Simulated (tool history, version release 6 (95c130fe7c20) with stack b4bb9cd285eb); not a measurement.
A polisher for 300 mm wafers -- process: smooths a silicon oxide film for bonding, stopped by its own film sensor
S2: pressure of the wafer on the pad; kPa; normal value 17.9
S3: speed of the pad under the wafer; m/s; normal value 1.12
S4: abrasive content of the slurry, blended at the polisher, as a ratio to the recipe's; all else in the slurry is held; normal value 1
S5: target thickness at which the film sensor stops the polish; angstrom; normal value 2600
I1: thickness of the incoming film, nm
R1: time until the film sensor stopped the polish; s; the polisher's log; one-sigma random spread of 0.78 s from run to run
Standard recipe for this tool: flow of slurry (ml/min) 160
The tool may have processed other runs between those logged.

run 1 day=0 | flow_of_slurry_(ml/min)=140 S2=17.9 S3=1.42 S4=1 S5=2600 | I1=324.4 | R1=46.3
run 2 day=0.329 | flow_of_slurry_(ml/min)=160 S2=17.9 S3=1.12 S4=1 S5=2600 | I1=316.6 | R1=49
run 3 day=0.783 | flow_of_slurry_(ml/min)=160 S2=17.9 S3=1.12 S4=1 S5=2600 | I1=323 | R1=56.1
run 4 day=1.133 | flow_of_slurry_(ml/min)=160 S2=17.9 S3=1.12 S4=1 S5=2600 | I1=320 | R1=52.4
run 5 day=1.554 | flow_of_slurry_(ml/min)=160 S2=17.9 S3=1.12 S4=1 S5=2600 | I1=317.8 | R1=51
run 6 day=1.962 | flow_of_slurry_(ml/min)=160 S2=17.9 S3=1.12 S4=1 S5=2600 | I1=319.1 | R1=53.5
-- day=2.542 worn pad replaced by a new one
run 7 day=2.562 | flow_of_slurry_(ml/min)=160 S2=17.9 S3=1.12 S4=1 S5=2600 | I1=318.2 | R1=52.5
run 8 day=3.092 | flow_of_slurry_(ml/min)=160 S2=17.9 S3=1.12 S4=1 S5=2600 | I1=319.1 | R1=53.8
run 9 day=3.754 | flow_of_slurry_(ml/min)=160 S2=17.9 S3=1.12 S4=1 S5=2600 | I1=325.7 | R1=60.9
run 10 day=4.338 | flow_of_slurry_(ml/min)=115 S2=17.9 S3=1.12 S4=1 S5=2600 | I1=320.1 | R1=58
-- day=4.842 worn pad replaced by a new one
run 11 day=4.942 | flow_of_slurry_(ml/min)=115 S2=17.9 S3=1.12 S4=1 S5=2600 | I1=319 | R1=58.6
run 12 day=5.679 | flow_of_slurry_(ml/min)=160 S2=23.4 S3=1.12 S4=1.15 S5=2490 | I1=321.3 | R1=49.9
-- day=5.8 slurry blender recalibrated
run 13 day=6.425 | flow_of_slurry_(ml/min)=160 S2=17.9 S3=1.12 S4=0.8 S5=2460 | I1=318.8 | R1=72
run 14 day=7.146 | flow_of_slurry_(ml/min)=160 S2=17.9 S3=1.12 S4=1.25 S5=2740 | I1=321.7 | R1=35.3
-- day=7.246 head pressure recalibrated
-- day=7.562 worn pad replaced by a new one
run 15 day=7.583 | flow_of_slurry_(ml/min)=160 S2=17.9 S3=1.12 S4=1.25 S5=2460 | I1=317.3 | R1=50.6
run 16 day=8.092 | flow_of_slurry_(ml/min)=160 S2=17.9 S3=1.12 S4=1 S5=2600 | I1=324.4 | R1=53
-- day=8.217 slurry nozzle cleaned
run 17 day=8.562 | flow_of_slurry_(ml/min)=160 S2=17.9 S3=1.12 S4=1 S5=2600 | I1=325.2 | R1=54
run 18 day=9.275 | flow_of_slurry_(ml/min)=140 S2=20 S3=1.12 S4=1 S5=2600 | I1=323.1 | R1=47.2
run 19 day=9.558 | flow_of_slurry_(ml/min)=160 S2=17.9 S3=1.12 S4=1.15 S5=2800 | I1=324.9 | R1=34.7
-- day=9.879 worn pad replaced by a new one
run 20 day=11.55 | flow_of_slurry_(ml/min)=205 S2=23.4 S3=1.12 S4=1 S5=2600 | I1=320.4 | R1=37.3
run 21 day=11.933 | flow_of_slurry_(ml/min)=110 S2=13.8 S3=1.12 S4=1 S5=2600 | I1=326.9 | R1=76.2
-- day=12.492 worn pad replaced by a new one
run 22 day=12.646 | flow_of_slurry_(ml/min)=160 S2=17.9 S3=1.12 S4=1.25 S5=2760 | I1=318.2 | R1=30.8

4 options for the next run, each taken on its own from the tool as it stands now. Forecast them:
run A day=12.662 | flow_of_slurry_(ml/min)=160 S2=17.9 S3=1.12 S4=1 S5=2600 | I1=323.4 | R1=?
run B day=12.662 | flow_of_slurry_(ml/min)=160 S2=13.8 S3=0.76 S4=1.2 S5=2540 | I1=323.4 | R1=?
run C day=12.662 | flow_of_slurry_(ml/min)=195 S2=24.1 S3=1.32 S4=1 S5=2700 | I1=323.4 | R1=?
run D day=12.662 | flow_of_slurry_(ml/min)=160 S2=17.9 S3=0.98 S4=1 S5=2600 | I1=323.4 | R1=?

run=A R1=54.8
run=B R1=94.5
run=C R1=29.5
run=D R1=61
The same runs, with their run-to-run variation unchanged, on a tool lacking any hidden condition would have given:
run=A R1=52.8
run=B R1=91.4
run=C R1=28.4
run=D R1=58.7

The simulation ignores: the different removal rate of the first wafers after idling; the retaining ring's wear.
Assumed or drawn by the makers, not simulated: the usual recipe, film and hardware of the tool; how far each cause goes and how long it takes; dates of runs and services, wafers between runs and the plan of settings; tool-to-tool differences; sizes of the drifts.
